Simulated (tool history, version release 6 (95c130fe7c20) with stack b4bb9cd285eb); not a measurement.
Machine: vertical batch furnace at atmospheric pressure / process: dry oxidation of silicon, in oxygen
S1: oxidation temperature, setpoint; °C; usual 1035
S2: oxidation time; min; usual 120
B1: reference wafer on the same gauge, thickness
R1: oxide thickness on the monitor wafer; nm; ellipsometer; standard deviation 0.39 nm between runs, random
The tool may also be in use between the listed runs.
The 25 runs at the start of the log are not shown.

run 26 day=51.75 | S1=1021 S2=140.5 | B1=121.04 | R1=119.68
run 27 day=54.217 | S1=1042 S2=138 | B1=121.01 | R1=137.38
run 28 day=55.871 | S1=1035 S2=98.5 | B1=120.99 | R1=108.6
run 29 day=58.712 | S1=1052 S2=68.5 | B1=120.96 | R1=100.41
-- day=60.088 thermocouples replaced and temperature profile calibrated
-- day=61.717 boat lift adjusted
run 30 day=61.738 | S1=1035 S2=120 | B1=120.98 | R1=118.13
run 31 day=62.529 | S1=1035 S2=120 | B1=120.92 | R1=117.79
run 32 day=64.829 | S1=1024 S2=71 | B1=120.97 | R1=84.14
run 33 day=66.946 | S1=1042 S2=103.5 | B1=121.02 | R1=113.4
run 34 day=68.7 | S1=1027 S2=75.5 | B1=121.02 | R1=87.95
run 35 day=69.817 | S1=1019 S2=175 | B1=120.95 | R1=131.98
run 36 day=71.75 | S1=1053 S2=71 | B1=120.96 | R1=99.88
run 37 day=72.754 | S1=1035 S2=150.5 | B1=120.94 | R1=133.97
run 38 day=74.004 | S1=1042 S2=120 | B1=121.03 | R1=124.68
run 39 day=75.692 | S1=1035 S2=120 | B1=120.96 | R1=118.05
run 40 day=78.004 | S1=1051 S2=158 | B1=120.92 | R1=153.59

Forecast each of these 3 alternatives for the next run:
run A day=78.262 | S1=1035 S2=120 | B1=? | R1=?
run B day=78.262 | S1=1051 S2=70 | B1=? | R1=?
run C day=78.262 | S1=1052 S2=91.5 | B1=? | R1=?

run=A B1=121.09 R1=117.91
run=B B1=121.09 R1=98.13
run=C B1=121.09 R1=113.57
Had the tool no hidden state, the same runs would have come out as:
run=A R1=116.74
run=B R1=97.23
run=C R1=112.49

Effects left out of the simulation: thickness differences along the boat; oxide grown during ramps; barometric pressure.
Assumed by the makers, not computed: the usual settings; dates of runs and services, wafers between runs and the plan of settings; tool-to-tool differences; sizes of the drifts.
